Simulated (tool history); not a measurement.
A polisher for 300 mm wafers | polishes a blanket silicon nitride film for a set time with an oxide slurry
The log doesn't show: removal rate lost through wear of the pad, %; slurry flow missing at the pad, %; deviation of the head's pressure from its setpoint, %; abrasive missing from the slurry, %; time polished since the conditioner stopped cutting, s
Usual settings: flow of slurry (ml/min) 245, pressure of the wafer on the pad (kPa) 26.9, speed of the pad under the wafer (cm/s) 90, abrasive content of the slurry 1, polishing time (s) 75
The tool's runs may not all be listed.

| run | hour | flow of slurry (ml/min) | pressure of the wafer on the pad (kPa) | speed of the pad under the wafer (cm/s) | abrasive content of the slurry | polishing time (s) | wafers since the last listed run | wafers polished on this pad | hours since the slurry nozzle was cleaned | hours since the head pressure was calibrated | hours since the slurry blender was calibrated | hours since the conditioning disc was replaced | incoming thickness of the incoming film, nm | film removed (angstrom) |
|---|---|---|---|---|---|---|---|---|---|---|---|---|---|---|
| 1 | 0 | 245 | 26.9 | 90 | 0.85 | 75 | 0 | 549 | 256.3 | 216.4 | 28.4 | 55.4 | 539.6 | 368 |
| 2 | 47.6 | 245 | 26.9 | 108 | 1 | 75 | 490 | 1040 | 303.9 | 264 | 76 | 103 | 549.1 | 454 |
|  | 53.6 | worn pad replaced by a new one |
| 3 | 63.3 | 245 | 26.9 | 108 | 1 | 75 | 120 | 100 | 319.6 | 279.7 | 91.7 | 118.7 | 545.5 | 483 |
|  | 69.1 | conditioning disc replaced and pad reconditioned |
| 4 | 73.1 | 245 | 26.9 | 108 | 1 | 75 | 80 | 180 | 329.4 | 289.5 | 101.5 | 4 | 543.2 | 487 |
| 5 | 90.7 | 245 | 26.9 | 106 | 1 | 75 | 181 | 362 | 347 | 307.1 | 119.1 | 21.6 | 544.4 | 474 |
| 6 | 101.7 | 185 | 26.9 | 90 | 1 | 75 | 113 | 475 | 358 | 318.1 | 130.1 | 32.6 | 544.5 | 395 |
| 7 | 115.8 | 185 | 26.9 | 90 | 1 | 75 | 145 | 620 | 372.1 | 332.2 | 144.2 | 46.7 | 541.9 | 391 |
|  | 122.6 | head pressure recalibrated |
| 8 | 125.3 | 245 | 26.9 | 90 | 1 | 75 | 77 | 698 | 381.6 | 2.7 | 153.7 | 56.2 | 548.3 | 401 |
| 9 | 132 | 245 | 26.9 | 90 | 1 | 75 | 69 | 767 | 388.3 | 9.4 | 160.4 | 62.9 | 534.5 | 404 |
| 10 | 141 | 280 | 26.9 | 90 | 1.15 | 75 | 92 | 859 | 397.3 | 18.4 | 169.4 | 71.9 | 539.2 | 434 |
|  | 144.3 | slurry blender recalibrated |
|  | 153.2 | worn pad replaced by a new one |
| 11 | 158.8 | 245 | 34.5 | 90 | 1 | 75 | 121 | 57 | 415.1 | 36.2 | 14.5 | 89.7 | 541.5 | 526 |
| 12 | 170.7 | 280 | 26.9 | 90 | 1.15 | 75 | 122 | 180 | 427 | 48.1 | 26.4 | 101.6 | 543 | 451 |
|  | 174 | slurry nozzle cleaned |
| 13 | 185.7 | 245 | 22.8 | 104 | 1 | 95 | 144 | 324 | 11.7 | 63.1 | 41.4 | 116.6 | 535.9 | 500 |
|  | 195.5 | conditioning disc replaced and pad reconditioned |
| 14 | 198.4 | 305 | 26.9 | 90 | 1 | 75 | 110 | 434 | 24.4 | 75.8 | 54.1 | 2.9 | 546 | 411 |
| 15 | 204.7 | 245 | 26.9 | 90 | 0.8 | 75 | 64 | 499 | 30.7 | 82.1 | 60.4 | 9.2 | 538.6 | 352 |
| 16 | 219 | 170 | 26.9 | 90 | 0.9 | 75 | 147 | 646 | 45 | 96.4 | 74.7 | 23.5 | 548.7 | 351 |
| 17 | 232.9 | 245 | 26.9 | 90 | 1 | 75 | 143 | 790 | 58.9 | 110.3 | 88.6 | 37.4 | 544.8 | 393 |
| 18 | 250.6 | 245 | 26.9 | 90 | 1 | 55 | 182 | 972 | 76.6 | 128 | 106.3 | 55.1 | 542.8 | 290 |
|  | 256.6 | worn pad replaced by a new one |
| 19 | 265.8 | 245 | 26.9 | 90 | 0.75 | 58 | 115 | 94 | 91.8 | 143.2 | 121.5 | 70.3 | 542 | 267 |
|  | 304.2 | conditioning disc replaced and pad reconditioned |
|  | 313 | slurry blender recalibrated |
| 20 | 317.5 | 245 | 26.9 | 90 | 1 | 75 | 491 | 586 | 143.5 | 194.9 | 4.5 | 13.3 | 539.2 | 415 |
| 21 | 330.9 | 245 | 26.9 | 78 | 1 | 67 | 138 | 724 | 156.9 | 208.3 | 17.9 | 26.7 | 534.2 | 318 |
| 22 | 347.8 | 245 | 26.9 | 90 | 0.85 | 75 | 174 | 898 | 173.8 | 225.2 | 34.8 | 43.6 | 533.8 | 358 |
|  | 355.5 | worn pad replaced by a new one |
| 23 | 356.7 | 245 | 18.6 | 90 | 1 | 58 | 50 | 12 | 182.7 | 234.1 | 43.7 | 52.5 | 545.2 | 235 |
| 24 | 395.4 | 305 | 18.6 | 98 | 1 | 75 | 398 | 410 | 221.4 | 272.8 | 82.4 | 91.2 | 544.4 | 324 |
| 25 | 409.2 | 245 | 26.9 | 90 | 1 | 75 | 142 | 553 | 235.2 | 286.6 | 96.2 | 105 | 539.7 | 408 |

Forecast each of these 5 alternatives for the next run:
| A | 409.6 | 320 | 26.9 | 90 | 1 | 75 | 4 | 557 | 235.6 | 287 | 96.6 | 105.4 | 539.8 | ? |
| B | 409.6 | 245 | 31 | 110 | 1.25 | 75 | 4 | 557 | 235.6 | 287 | 96.6 | 105.4 | 539.8 | ? |
| C | 409.6 | 180 | 22.8 | 90 | 1 | 75 | 4 | 557 | 235.6 | 287 | 96.6 | 105.4 | 539.8 | ? |
| D | 409.6 | 245 | 26.9 | 66 | 0.9 | 75 | 4 | 557 | 235.6 | 287 | 96.6 | 105.4 | 539.8 | ? |
| E | 409.6 | 200 | 30.3 | 90 | 0.9 | 75 | 4 | 557 | 235.6 | 287 | 96.6 | 105.4 | 539.8 | ? |

| run | film removed (angstrom) |
|---|---|
| A | 428 |
| B | 630 |
| C | 340 |
| D | 304 |
| E | 424 |
Without the tool's hidden state the same runs would have given:
| run | film removed (angstrom) |
|---|---|
| A | 449 |
| B | 661 |
| C | 357 |
| D | 319 |
| E | 445 |

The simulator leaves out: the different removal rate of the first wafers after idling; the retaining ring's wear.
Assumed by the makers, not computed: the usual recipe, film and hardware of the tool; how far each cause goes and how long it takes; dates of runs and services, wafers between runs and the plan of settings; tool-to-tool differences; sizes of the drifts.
